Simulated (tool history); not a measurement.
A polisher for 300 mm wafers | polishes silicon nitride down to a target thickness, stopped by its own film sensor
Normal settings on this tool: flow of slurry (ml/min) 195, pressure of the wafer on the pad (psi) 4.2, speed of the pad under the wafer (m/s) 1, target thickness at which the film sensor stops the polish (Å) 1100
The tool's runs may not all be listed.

run   hour  flow of slurry (ml/min)  pressure of the wafer on the pad (psi)  speed of the pad under the wafer (m/s)  target thickness at which the film sensor stops the polish (Å)  incoming thickness of the incoming film, nm  time until the film sensor stopped the polish (s)
  1      0                      195                                     4.2                                       1                                                            1100                                        236.5                                               58.6
      31.2  -- worn pad replaced by a new one
  2   47.4                      195                                     4.2                                       1                                                            1100                                        235.9                                               60.4
  3    192                      220                                     4.2                                       1                                                             810                                        238.6                                               75.1
     197.9  -- worn pad replaced by a new one
  4  235.7                      220                                     4.2                                       1                                                             810                                        240.5                                               76.2
     261.6  -- slurry nozzle cleaned
  5  303.1                      195                                     4.2                                       1                                                            1220                                        242.6                                               58.2
     357.9  -- worn pad replaced by a new one
  6  373.2                      195                                     4.2                                       1                                                            1220                                        243.8                                               57.4
  7  399.2                      195                                     4.2                                       1                                                            1100                                        242.1                                               62.8
  8    448                      195                                     4.2                                       1                                                            1100                                        239.4                                               60.1
     515.8  -- worn pad replaced by a new one
  9  518.7                      250                                     5.4                                     0.9                                                            1560                                        242.4                                               32.9
     526.6  -- head pressure recalibrated
 10  581.9                      220                                     4.2                                       1                                                             810                                        236.7                                               73.3
 11  606.3                      160                                     4.9                                    1.18                                                            1100                                        241.4                                               48.9
 12  661.2                      195                                     3.1                                     1.1                                                             900                                        239.3                                               91.2
     666.3  -- worn pad replaced by a new one
 13    714                      215                                     2.9                                    1.24                                                             880                                          237                                               87.7
 14  770.3                      225                                     4.2                                    0.78                                                            1100                                        240.7                                               80.6
     780.3  -- slurry nozzle cleaned
     822.5  -- worn pad replaced by a new one
 15  834.1                      250                                     5.1                                    0.68                                                            1270                                        236.7                                               57.2

Branching from run 15: 3 alternative next runs. What would each branch give?
  A  834.6                      195                                     4.2                                    1.16                                                            1100                                        243.6                                                  ?
  B  834.6                      195                                     4.2                                     1.2                                                            1340                                        243.6                                                  ?
  C  834.6                      245                                     4.2                                    0.88                                                             800                                        243.6                                                  ?

run  time until the film sensor stopped the polish (s)
  A                                               55.4
  B                                               44.2
  C                                               81.9
Stripped of hidden state, with their random variation kept, the same runs would have yielded:
run  time until the film sensor stopped the polish (s)
  A                                               54.9
  B                                               43.8
  C                                               81.3
